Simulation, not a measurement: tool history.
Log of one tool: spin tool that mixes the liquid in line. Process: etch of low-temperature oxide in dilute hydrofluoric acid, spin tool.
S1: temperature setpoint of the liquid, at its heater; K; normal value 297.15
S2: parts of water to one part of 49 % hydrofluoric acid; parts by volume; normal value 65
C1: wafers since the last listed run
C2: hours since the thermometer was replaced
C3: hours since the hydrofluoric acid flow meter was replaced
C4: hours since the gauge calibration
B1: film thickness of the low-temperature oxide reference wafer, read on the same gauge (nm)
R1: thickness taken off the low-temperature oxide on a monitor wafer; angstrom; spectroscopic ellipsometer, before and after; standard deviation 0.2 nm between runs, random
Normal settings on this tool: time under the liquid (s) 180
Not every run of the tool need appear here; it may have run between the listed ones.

run 1 hour=0.0 | S1=297.15 S2=40 time_under_the_liquid_(s)=180 | C1=0 C2=706.4 C3=83.3 C4=1351.0 | B1=50.00 | R1=802.9
run 2 hour=71.1 | S1=297.15 S2=80 time_under_the_liquid_(s)=180 | C1=539 C2=777.5 C3=154.4 C4=1422.1 | B1=50.00 | R1=378.7
run 3 hour=177.1 | S1=297.15 S2=65 time_under_the_liquid_(s)=180 | C1=804 C2=883.5 C3=260.4 C4=1528.1 | B1=49.98 | R1=477.5
run 4 hour=244.7 | S1=297.15 S2=65 time_under_the_liquid_(s)=180 | C1=512 C2=951.1 C3=328.0 C4=1595.7 | B1=49.99 | R1=477.8
run 5 hour=289.0 | S1=297.15 S2=65 time_under_the_liquid_(s)=180 | C1=336 C2=995.4 C3=372.3 C4=1640.0 | B1=50.02 | R1=475.3
run 6 hour=336.4 | S1=297.15 S2=65 time_under_the_liquid_(s)=100 | C1=359 C2=1042.8 C3=419.7 C4=1687.4 | B1=49.99 | R1=264.7
run 7 hour=375.6 | S1=297.15 S2=65 time_under_the_liquid_(s)=100 | C1=297 C2=1082.0 C3=458.9 C4=1726.6 | B1=50.00 | R1=264.9
run 8 hour=482.2 | S1=297.15 S2=65 time_under_the_liquid_(s)=100 | C1=808 C2=1188.6 C3=565.5 C4=1833.2 | B1=49.99 | R1=263.5
run 9 hour=564.1 | S1=297.15 S2=65 time_under_the_liquid_(s)=180 | C1=621 C2=1270.5 C3=647.4 C4=1915.1 | B1=50.00 | R1=476.8
run 10 hour=647.2 | S1=297.15 S2=65 time_under_the_liquid_(s)=180 | C1=630 C2=1353.6 C3=730.5 C4=1998.2 | B1=50.01 | R1=476.4
run 11 hour=754.8 | S1=300.15 S2=65 time_under_the_liquid_(s)=230 | C1=816 C2=1461.2 C3=838.1 C4=2105.8 | B1=50.00 | R1=682.9
run 12 hour=820.1 | S1=297.15 S2=65 time_under_the_liquid_(s)=180 | C1=495 C2=1526.5 C3=903.4 C4=2171.1 | B1=50.00 | R1=478.1
run 13 hour=925.8 | S1=297.15 S2=65 time_under_the_liquid_(s)=180 | C1=801 C2=1632.2 C3=1009.1 C4=2276.8 | B1=50.00 | R1=475.5
run 14 hour=1004.4 | S1=295.15 S2=65 time_under_the_liquid_(s)=275 | C1=596 C2=1710.8 C3=1087.7 C4=2355.4 | B1=50.00 | R1=670.1
run 15 hour=1050.8 | S1=297.15 S2=65 time_under_the_liquid_(s)=180 | C1=351 C2=1757.2 C3=1134.1 C4=2401.8 | B1=49.99 | R1=474.9
-- hour=1062.9 thermometer replaced
run 16 hour=1128.5 | S1=293.65 S2=75 time_under_the_liquid_(s)=180 | C1=581 C2=65.6 C3=1211.8 C4=2479.5 | B1=50.00 | R1=345.2
run 17 hour=1235.9 | S1=297.15 S2=90 time_under_the_liquid_(s)=275 | C1=814 C2=173.0 C3=1319.2 C4=2586.9 | B1=50.00 | R1=489.8
run 18 hour=1295.8 | S1=295.65 S2=65 time_under_the_liquid_(s)=95 | C1=454 C2=232.9 C3=1379.1 C4=2646.8 | B1=50.00 | R1=231.1
run 19 hour=1360.5 | S1=297.15 S2=90 time_under_the_liquid_(s)=275 | C1=490 C2=297.6 C3=1443.8 C4=2711.5 | B1=50.00 | R1=491.8
run 20 hour=1401.4 | S1=292.65 S2=65 time_under_the_liquid_(s)=140 | C1=310 C2=338.5 C3=1484.7 C4=2752.4 | B1=49.99 | R1=298.9
-- hour=1418.0 gauge calibrated
run 21 hour=1526.2 | S1=294.15 S2=80 time_under_the_liquid_(s)=110 | C1=946 C2=463.3 C3=1609.5 C4=108.2 | B1=50.01 | R1=198.5
run 22 hour=1583.7 | S1=297.15 S2=65 time_under_the_liquid_(s)=180 | C1=436 C2=520.8 C3=1667.0 C4=165.7 | B1=50.00 | R1=464.8
run 23 hour=1650.9 | S1=297.15 S2=65 time_under_the_liquid_(s)=180 | C1=509 C2=588.0 C3=1734.2 C4=232.9 | B1=50.00 | R1=462.6
run 24 hour=1897.2 | S1=298.65 S2=65 time_under_the_liquid_(s)=75 | C1=1868 C2=834.3 C3=1980.5 C4=479.2 | B1=49.99 | R1=205.4
-- hour=1925.6 hydrofluoric acid flow meter replaced
run 25 hour=1948.6 | S1=295.15 S2=85 time_under_the_liquid_(s)=150 | C1=382 C2=885.7 C3=23.0 C4=530.6 | B1=50.01 | R1=272.6
run 26 hour=2040.0 | S1=297.15 S2=65 time_under_the_liquid_(s)=180 | C1=693 C2=977.1 C3=114.4 C4=622.0 | B1=49.99 | R1=476.5
run 27 hour=2092.5 | S1=299.15 S2=65 time_under_the_liquid_(s)=215 | C1=398 C2=1029.6 C3=166.9 C4=674.5 | B1=50.00 | R1=615.4
run 28 hour=2414.4 | S1=297.15 S2=65 time_under_the_liquid_(s)=180 | C1=2441 C2=1351.5 C3=488.8 C4=996.4 | B1=49.99 | R1=477.5
run 29 hour=2506.6 | S1=301.65 S2=80 time_under_the_liquid_(s)=180 | C1=699 C2=1443.7 C3=581.0 C4=1088.6 | B1=50.01 | R1=452.2
run 30 hour=2599.2 | S1=292.65 S2=65 time_under_the_liquid_(s)=125 | C1=702 C2=1536.3 C3=673.6 C4=1181.2 | B1=50.00 | R1=274.4
-- hour=2685.0 thermometer replaced
run 31 hour=2701.4 | S1=297.15 S2=35 time_under_the_liquid_(s)=180 | C1=767 C2=16.4 C3=775.8 C4=1283.4 | B1=50.01 | R1=898.0
run 32 hour=2790.8 | S1=297.15 S2=65 time_under_the_liquid_(s)=90 | C1=678 C2=105.8 C3=865.2 C4=1372.8 | B1=49.99 | R1=233.1

Branching from run 32: 4 alternative next runs. What would each branch give?
run A hour=2791.3 | S1=297.15 S2=65 time_under_the_liquid_(s)=180 | C1=3 C2=106.3 C3=865.7 C4=1373.3 | B1=? | R1=?
run B hour=2791.3 | S1=298.65 S2=80 time_under_the_liquid_(s)=260 | C1=3 C2=106.3 C3=865.7 C4=1373.3 | B1=? | R1=?
run C hour=2791.3 | S1=298.65 S2=85 time_under_the_liquid_(s)=265 | C1=3 C2=106.3 C3=865.7 C4=1373.3 | B1=? | R1=?
run D hour=2791.3 | S1=301.65 S2=55 time_under_the_liquid_(s)=180 | C1=3 C2=106.3 C3=865.7 C4=1373.3 | B1=? | R1=?

run=A B1=49.98 R1=466.4
run=B B1=49.98 R1=569.8
run=C B1=49.98 R1=543.0
run=D B1=49.98 R1=669.2
Had the tool no hidden state, the same runs would have come out as:
run=A R1=471.9
run=B R1=576.8
run=C R1=549.7
run=D R1=677.2
